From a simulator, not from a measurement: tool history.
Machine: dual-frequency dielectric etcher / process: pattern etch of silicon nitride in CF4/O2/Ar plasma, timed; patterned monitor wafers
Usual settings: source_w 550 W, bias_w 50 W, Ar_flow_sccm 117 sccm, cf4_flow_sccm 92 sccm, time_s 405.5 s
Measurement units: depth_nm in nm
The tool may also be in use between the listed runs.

run,hour,source_w,bias_w,Ar_flow_sccm,cf4_flow_sccm,time_s,wafers since the last listed run,hours since the last wet clean,hours since the last source power generator calibration,hours since the last bias power generator calibration,hours since the last Ar flow controller change,hours since the last CF4 flow controller change,hours since the last upper electrode change,hours since the gauge calibration,"read-back reference wafer on the same gauge, depth_nm",depth_nm
1,0.0,550,50,117,92,405.5,0,15.4,1922.9,1118.6,2505.7,2858.2,5123.2,735.9,884.8,878.9
2,83.4,550,50,117,92,405.5,419,98.8,2006.3,1202.0,2589.1,2941.6,5206.6,819.3,884.2,871.8
3,173.0,550,50,117,92,405.5,450,188.4,2095.9,1291.6,2678.7,3031.2,5296.2,908.9,883.1,892.2
4,277.4,550,50,117,92,405.5,524,292.8,2200.3,1396.0,2783.1,3135.6,5400.6,1013.3,883.3,886.4
# hour 444.4: wet clean of the chamber
# hour 450.6: gauge calibrated
5,490.4,550,50,117,92,405.5,949,46.0,2413.3,1609.0,2996.1,3348.6,5613.6,39.8,883.8,887.5
# hour 572.2: Ar flow controller replaced
# hour 577.6: upper electrode replaced
6,592.3,550,50,117,92,405.5,454,147.9,2515.2,1710.9,20.1,3450.5,14.7,141.7,882.5,886.1
# hour 657.1: CF4 flow controller replaced
7,664.3,550,50,117,92,405.5,331,219.9,2587.2,1782.9,92.1,7.2,86.7,213.7,883.7,902.1
# hour 670.6: source power generator calibrated
8,744.5,550,50,117,108,325.0,382,300.1,73.9,1863.1,172.3,87.4,166.9,293.9,885.1,747.0
# hour 769.4: bias power generator calibrated
# hour 871.7: wet clean of the chamber
9,880.6,500,50,126,92,405.5,543,8.9,210.0,111.2,308.4,223.5,303.0,430.0,884.2,782.3

Run 10 is up next; what results do you expect?
10,964.3,550,50,117,92,405.5,420,92.6,293.7,194.9,392.1,307.2,386.7,513.7,?,?

read-back reference wafer on the same gauge, depth_nm: 883.6
depth_nm: 872.1 nm
Minus the tool's unlogged condition, the same run would have read depth_nm 863.3 nm.
